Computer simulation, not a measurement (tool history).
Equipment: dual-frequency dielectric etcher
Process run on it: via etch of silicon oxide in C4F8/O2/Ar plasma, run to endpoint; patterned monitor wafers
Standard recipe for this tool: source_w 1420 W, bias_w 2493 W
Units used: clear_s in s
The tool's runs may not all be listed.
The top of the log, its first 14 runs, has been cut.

run   hour  source_w  bias_w  incoming incoming film thickness, nm  clear_s
 15  323.3      1420    2493                                1048.8    234.7
 16    337      1420    2493                                1053.9    236.3
 17  365.9      1100    2203                                1052.2    277.7
 18  401.9      1420    2493                                1064.3    237.7
 19  415.3      1240    2166                                1044.5    262.7
 20  430.6      1280    1960                                1052.2    268.6
     441.9  -- bias power generator calibrated
 21  450.2      1610    2033                                1065.2    238.9
 22  481.2      1420    2707                                1049.7      226
 23  516.6      1770    2791                                1058.8    203.5
 24  546.4      1190    2677                                1051.7      247
 25  564.6      1420    2493                                1071.2    235.8

For run 26, what comes out?
     598.5  -- upper electrode replaced
 26   599      1570    2063                                1048.6        ?

{"run 26": {"clear_s": 235.1}}
Minus the tool's unlogged condition, the same run would have read clear_s 241.4 s.
